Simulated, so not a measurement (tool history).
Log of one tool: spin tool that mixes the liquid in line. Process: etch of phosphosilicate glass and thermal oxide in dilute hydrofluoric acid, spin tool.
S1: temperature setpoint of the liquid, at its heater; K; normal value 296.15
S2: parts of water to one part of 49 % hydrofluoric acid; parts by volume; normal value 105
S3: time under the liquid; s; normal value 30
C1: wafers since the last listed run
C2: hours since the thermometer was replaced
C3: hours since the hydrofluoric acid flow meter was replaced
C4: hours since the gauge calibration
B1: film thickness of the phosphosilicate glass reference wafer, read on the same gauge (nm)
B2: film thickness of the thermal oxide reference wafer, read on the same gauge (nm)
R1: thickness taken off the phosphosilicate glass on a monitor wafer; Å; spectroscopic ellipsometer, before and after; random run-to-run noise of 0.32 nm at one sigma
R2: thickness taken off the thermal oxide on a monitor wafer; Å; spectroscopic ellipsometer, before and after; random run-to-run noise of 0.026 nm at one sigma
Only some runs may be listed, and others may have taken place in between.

run	hour	S1	S2	S3	C1	C2	C3	C4	B1	B2	R1	R2
1	0	296.15	105	30	0	2853.5	333.7	473.1	100	60.001	454.1	12.39
2	24.4	296.15	105	30	382	2877.9	358.1	497.5	99.97	60.009	449.2	12.44
3	37	296.15	105	40	197	2890.5	370.7	510.1	100.03	60.022	594	16.78
4	63.7	296.15	105	40	418	2917.2	397.4	536.8	100	59.99	597.5	16.73
5	92.4	296.15	105	40	449	2945.9	426.1	565.5	100.03	60	594.6	16.7
6	195.7	296.15	105	30	1619	3049.2	529.4	668.8	100	60.02	442.6	12.2
# hour 211.4: gauge calibrated
7	225.5	296.15	105	30	467	3079	559.2	14.1	99.97	60	440.2	12.55
8	260	296.15	105	30	540	3113.5	593.7	48.6	99.99	59.989	444.2	12.36
# hour 281.3: thermometer replaced
9	289.9	300.15	105	20	452	8.6	623.6	78.5	100	60.022	343.3	9.59
10	306.2	300.15	105	20	255	24.9	639.9	94.8	99.99	59.996	338.5	9.45
11	328	297.65	140	30	341	46.7	661.7	116.6	99.98	59.997	333.7	9.65
12	347.7	296.15	105	30	308	66.4	681.4	136.3	99.99	60.006	435.1	11.91
13	374.7	296.15	105	30	423	93.4	708.4	163.3	99.98	60.004	439	11.77
# hour 425.8: hydrofluoric acid flow meter replaced
14	433.3	293.65	90	15	902	152	7.5	221.9	99.98	60.001	247.6	6.62
15	454.1	293.65	120	45	325	172.8	28.3	242.7	100.02	59.961	544.3	14.7
16	487	296.15	105	30	515	205.7	61.2	275.6	100.04	59.998	460.8	13.04
17	522.6	300.15	105	50	557	241.3	96.8	311.2	99.99	60.027	898	25.66
18	545.2	294.15	150	30	354	263.9	119.4	333.8	99.98	59.999	279.8	7.82
19	576.6	296.15	70	30	492	295.3	150.8	365.2	100.03	59.99	713.4	20.75
20	593.8	292.15	105	30	269	312.5	168	382.4	100.01	60.002	389.7	11.35

4 options for the next run, each taken on its own from the tool as it stands now. Forecast them:
A	594.2	296.15	105	30	6	312.9	168.4	382.8	?	?	?	?
B	594.2	297.65	125	45	6	312.9	168.4	382.8	?	?	?	?
C	594.2	296.15	65	15	6	312.9	168.4	382.8	?	?	?	?
D	594.2	291.15	105	35	6	312.9	168.4	382.8	?	?	?	?

run	B1	B2	R1	R2
A	99.98	60.004	456.7	12.67
B	99.98	60.004	595.8	16.53
C	99.98	60.004	387.7	10.76
D	99.98	60.004	434.7	12.06
With no hidden state in the tool, these same runs would have given:
run	R1	R2
A	463.8	12.87
B	605.3	16.79
C	393.5	10.92
D	441.4	12.25
